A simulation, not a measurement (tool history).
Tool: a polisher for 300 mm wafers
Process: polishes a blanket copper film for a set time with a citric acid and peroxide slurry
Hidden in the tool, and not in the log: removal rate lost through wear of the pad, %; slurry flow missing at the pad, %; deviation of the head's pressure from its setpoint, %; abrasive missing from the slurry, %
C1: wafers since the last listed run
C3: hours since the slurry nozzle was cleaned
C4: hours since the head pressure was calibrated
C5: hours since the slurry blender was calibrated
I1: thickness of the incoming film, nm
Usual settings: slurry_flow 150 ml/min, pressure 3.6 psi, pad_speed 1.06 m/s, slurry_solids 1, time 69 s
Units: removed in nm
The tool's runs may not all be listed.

run 1 hour=0 | slurry_flow=150 pressure=3.6 pad_speed=1.06 slurry_solids=1 time=59 | C1=0 wafers_polished_on_this_pad=1956 C3=48.8 C4=1154.3 C5=327.8 | I1=546.4 | removed=139.4
-- hour=30.1 slurry blender recalibrated
-- hour=41.7 worn pad replaced by a new one
run 2 hour=52.4 | slurry_flow=150 pressure=3.6 pad_speed=1.06 slurry_solids=1 time=59 | C1=603 wafers_polished_on_this_pad=138 C3=101.2 C4=1206.7 C5=22.3 | I1=542.4 | removed=136.8
run 3 hour=126.7 | slurry_flow=115 pressure=3.6 pad_speed=1.06 slurry_solids=1 time=55 | C1=965 wafers_polished_on_this_pad=1104 C3=175.5 C4=1281 C5=96.6 | I1=551.2 | removed=116.2
run 4 hour=202.8 | slurry_flow=115 pressure=3.6 pad_speed=1.06 slurry_solids=1 time=55 | C1=988 wafers_polished_on_this_pad=2093 C3=251.6 C4=1357.1 C5=172.7 | I1=558.5 | removed=111.6
-- hour=228 worn pad replaced by a new one
run 5 hour=266.2 | slurry_flow=150 pressure=3.6 pad_speed=1.06 slurry_solids=1 time=69 | C1=771 wafers_polished_on_this_pad=496 C3=315 C4=1420.5 C5=236.1 | I1=555.5 | removed=150
run 6 hour=369.9 | slurry_flow=150 pressure=3.6 pad_speed=1.06 slurry_solids=1 time=69 | C1=1347 wafers_polished_on_this_pad=1844 C3=418.7 C4=1524.2 C5=339.8 | I1=549 | removed=151.6
-- hour=395.2 head pressure recalibrated
-- hour=412.6 slurry blender recalibrated
-- hour=451.8 worn pad replaced by a new one
run 7 hour=473 | slurry_flow=150 pressure=3.6 pad_speed=1.06 slurry_solids=1 time=69 | C1=1235 wafers_polished_on_this_pad=275 C3=521.8 C4=77.8 C5=60.4 | I1=558.1 | removed=150.2
run 8 hour=520.6 | slurry_flow=185 pressure=3.6 pad_speed=1.06 slurry_solids=1 time=69 | C1=618 wafers_polished_on_this_pad=894 C3=569.4 C4=125.4 C5=108 | I1=546.8 | removed=151.5
-- hour=553.1 slurry nozzle cleaned
run 9 hour=579.5 | slurry_flow=150 pressure=3 pad_speed=1.06 slurry_solids=1 time=83 | C1=752 wafers_polished_on_this_pad=1646 C3=26.4 C4=184.3 C5=166.9 | I1=553.1 | removed=163.5
run 10 hour=633.9 | slurry_flow=150 pressure=3.6 pad_speed=1.06 slurry_solids=1 time=69 | C1=706 wafers_polished_on_this_pad=2353 C3=80.8 C4=238.7 C5=221.3 | I1=558.3 | removed=161.7
-- hour=644.3 worn pad replaced by a new one
run 11 hour=685.8 | slurry_flow=100 pressure=2.5 pad_speed=1.06 slurry_solids=1.2 time=62 | C1=622 wafers_polished_on_this_pad=539 C3=132.7 C4=290.6 C5=273.2 | I1=552.9 | removed=92
run 12 hour=755.4 | slurry_flow=150 pressure=3.6 pad_speed=1.06 slurry_solids=1 time=69 | C1=904 wafers_polished_on_this_pad=1444 C3=202.3 C4=360.2 C5=342.8 | I1=559.1 | removed=152.9
-- hour=763.1 slurry blender recalibrated
run 13 hour=821.6 | slurry_flow=190 pressure=3.6 pad_speed=0.78 slurry_solids=0.9 time=69 | C1=834 wafers_polished_on_this_pad=2278 C3=268.5 C4=426.4 C5=58.5 | I1=553.8 | removed=117.4
-- hour=859.4 worn pad replaced by a new one
run 14 hour=927.7 | slurry_flow=150 pressure=3.6 pad_speed=1.22 slurry_solids=1 time=58 | C1=1326 wafers_polished_on_this_pad=888 C3=374.6 C4=532.5 C5=164.6 | I1=552.1 | removed=142.3
run 15 hour=988 | slurry_flow=165 pressure=3.6 pad_speed=0.8 slurry_solids=1 time=69 | C1=783 wafers_polished_on_this_pad=1671 C3=434.9 C4=592.8 C5=224.9 | I1=550.6 | removed=113.8
-- hour=1056.7 worn pad replaced by a new one
run 16 hour=1072.9 | slurry_flow=150 pressure=3.6 pad_speed=1.06 slurry_solids=1 time=59 | C1=1051 wafers_polished_on_this_pad=210 C3=519.8 C4=677.7 C5=309.8 | I1=544.3 | removed=126.9

4 ways to go on from here, each from the tool as it stands after run 16. What would each give?
run A hour=1073.3 | slurry_flow=150 pressure=3.6 pad_speed=1.06 slurry_solids=0.7 time=69 | C1=5 wafers_polished_on_this_pad=215 C3=520.2 C4=678.1 C5=310.2 | I1=553.7 | removed=?
run B hour=1073.3 | slurry_flow=105 pressure=3.6 pad_speed=0.72 slurry_solids=1.1 time=90 | C1=5 wafers_polished_on_this_pad=215 C3=520.2 C4=678.1 C5=310.2 | I1=553.7 | removed=?
run C hour=1073.3 | slurry_flow=150 pressure=3.6 pad_speed=1.34 slurry_solids=1 time=69 | C1=5 wafers_polished_on_this_pad=215 C3=520.2 C4=678.1 C5=310.2 | I1=553.7 | removed=?
run D hour=1073.3 | slurry_flow=150 pressure=2.9 pad_speed=1.26 slurry_solids=1 time=82 | C1=5 wafers_polished_on_this_pad=215 C3=520.2 C4=678.1 C5=310.2 | I1=553.7 | removed=?

run=A removed=138
run=B removed=118.5
run=C removed=185.2
run=D removed=167.6
Without the tool's hidden state the same runs would have given:
run=A removed=155.7
run=B removed=139.9
run=C removed=208.9
run=D removed=189

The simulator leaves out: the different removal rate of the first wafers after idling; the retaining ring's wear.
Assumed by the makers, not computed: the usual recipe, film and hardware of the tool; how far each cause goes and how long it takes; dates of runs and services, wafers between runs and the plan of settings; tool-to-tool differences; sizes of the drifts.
